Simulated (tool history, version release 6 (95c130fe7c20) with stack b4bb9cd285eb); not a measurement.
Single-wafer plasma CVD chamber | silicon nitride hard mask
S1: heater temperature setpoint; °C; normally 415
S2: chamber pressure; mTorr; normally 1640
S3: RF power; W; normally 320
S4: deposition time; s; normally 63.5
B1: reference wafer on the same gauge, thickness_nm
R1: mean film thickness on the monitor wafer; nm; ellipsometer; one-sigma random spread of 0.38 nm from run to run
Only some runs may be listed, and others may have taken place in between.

run,hour,S1,S2,S3,S4,B1,R1
1,0.0,415,1390,365,63.5,72.525,74.715
2,69.2,415,1640,320,63.5,72.497,74.379
# hour 157.5: gauge calibrated
3,283.0,415,1640,320,63.5,72.528,73.548
4,344.9,415,1640,320,63.5,72.428,74.706
5,397.2,415,1640,320,63.5,72.462,74.703
# hour 467.6: RF generator calibrated
6,573.3,415,1640,320,63.5,72.578,74.330
# hour 734.3: showerhead replaced
7,765.1,415,1640,360,63.5,72.524,80.330
8,818.2,415,1640,360,63.5,72.366,80.226
9,884.9,415,1640,360,63.5,72.495,79.752
# hour 942.7: capacitance manometer re-zeroed and calibrated
# hour 950.8: thermocouple changed; heater temperature recalibrated
10,951.3,415,1640,320,63.5,72.381,72.804
11,984.1,424,1640,320,63.5,72.426,72.248
12,1033.0,415,1640,320,63.5,72.536,72.885
13,1093.5,415,1640,320,63.5,72.583,73.968
14,1141.7,422,1640,320,63.5,72.565,73.527
# hour 1156.1: gauge calibrated
15,1212.0,407,2010,320,63.5,72.464,79.492
16,1259.6,415,1640,370,63.5,72.478,80.448
17,1309.1,415,1840,320,63.5,72.540,77.371
18,1351.6,420,1840,320,63.5,72.607,76.979
19,1402.3,415,1640,320,63.5,72.402,73.250
20,1460.5,415,1640,320,63.5,72.438,73.793

Had the tool no unlogged condition, and each run kept its random variation, what would the results have been?
The tool's hidden condition here consists of: wafer temperature above the value expected at the setpoint (K); delivered RF power above the setpoint (%); true pressure above the setpoint (%); gauge reads high (%).
run,R1
1,73.016
2,72.760
3,71.761
4,72.849
5,72.813
6,72.357
7,78.118
8,77.999
9,77.518
10,72.224
11,71.559
12,72.032
13,72.923
14,72.360
15,78.159
16,78.872
17,75.845
18,75.385
19,71.553
20,71.994
